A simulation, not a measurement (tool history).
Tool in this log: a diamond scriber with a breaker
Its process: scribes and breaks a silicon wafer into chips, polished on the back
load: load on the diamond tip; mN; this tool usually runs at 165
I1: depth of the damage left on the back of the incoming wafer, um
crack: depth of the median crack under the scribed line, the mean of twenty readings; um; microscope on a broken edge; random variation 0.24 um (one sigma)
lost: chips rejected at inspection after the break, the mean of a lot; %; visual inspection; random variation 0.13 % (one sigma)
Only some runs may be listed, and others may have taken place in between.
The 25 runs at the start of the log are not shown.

{"day": 51.9, "done": "load on the tip recalibrated"}
{"run": 26, "day": 53.517, "load": 213, "I1": 0.01, "crack": 14.73, "lost": 3.05}
{"run": 27, "day": 55.988, "load": 212, "I1": 0.02, "crack": 14.18, "lost": 3.03}
{"run": 28, "day": 58.192, "load": 128, "I1": 0.03, "crack": 10.36, "lost": 5.86}
{"run": 29, "day": 61.183, "load": 189, "I1": 0.03, "crack": 12.19, "lost": 1.79}
{"day": 61.683, "done": "diamond tip replaced by a new one"}
{"run": 30, "day": 62.854, "load": 133, "I1": 0.04, "crack": 10.29, "lost": 5.78}
{"run": 31, "day": 65.612, "load": 186, "I1": 0.03, "crack": 12.35, "lost": 2.02}
{"run": 32, "day": 68.258, "load": 165, "I1": 0.03, "crack": 11.01, "lost": 2.36}
{"day": 69.475, "done": "load on the tip recalibrated"}
{"run": 33, "day": 69.7, "load": 165, "I1": 0.05, "crack": 12.13, "lost": 1.7}
{"run": 34, "day": 72.562, "load": 117, "I1": 0.04, "crack": 9.84, "lost": 7.96}
{"run": 35, "day": 74.992, "load": 123, "I1": 0.03, "crack": 9.31, "lost": 7.4}
{"run": 36, "day": 76.183, "load": 165, "I1": 0.02, "crack": 11.56, "lost": 2.48}
{"run": 37, "day": 77.429, "load": 139, "I1": 0.03, "crack": 10.41, "lost": 4.93}
{"run": 38, "day": 79.971, "load": 165, "I1": 0.01, "crack": 11.28, "lost": 2.49}

4 options for the next run, each taken on its own from the tool as it stands now. Forecast them:
{"run": "A", "day": 79.992, "load": 129, "I1": 0.02, "crack": "?", "lost": "?"}
{"run": "B", "day": 79.992, "load": 145, "I1": 0.02, "crack": "?", "lost": "?"}
{"run": "C", "day": 79.992, "load": 132, "I1": 0.02, "crack": "?", "lost": "?"}
{"run": "D", "day": 79.992, "load": 199, "I1": 0.02, "crack": "?", "lost": "?"}

run=A crack=9.86 lost=7.15
run=B crack=10.56 lost=4.45
run=C crack=10 lost=6.56
run=D crack=12.78 lost=1.75
What these runs would have given with no unlogged condition in the tool:
run=A crack=10.77 lost=3.84
run=B crack=11.54 lost=2.29
run=C crack=10.92 lost=3.46
run=D crack=13.96 lost=3
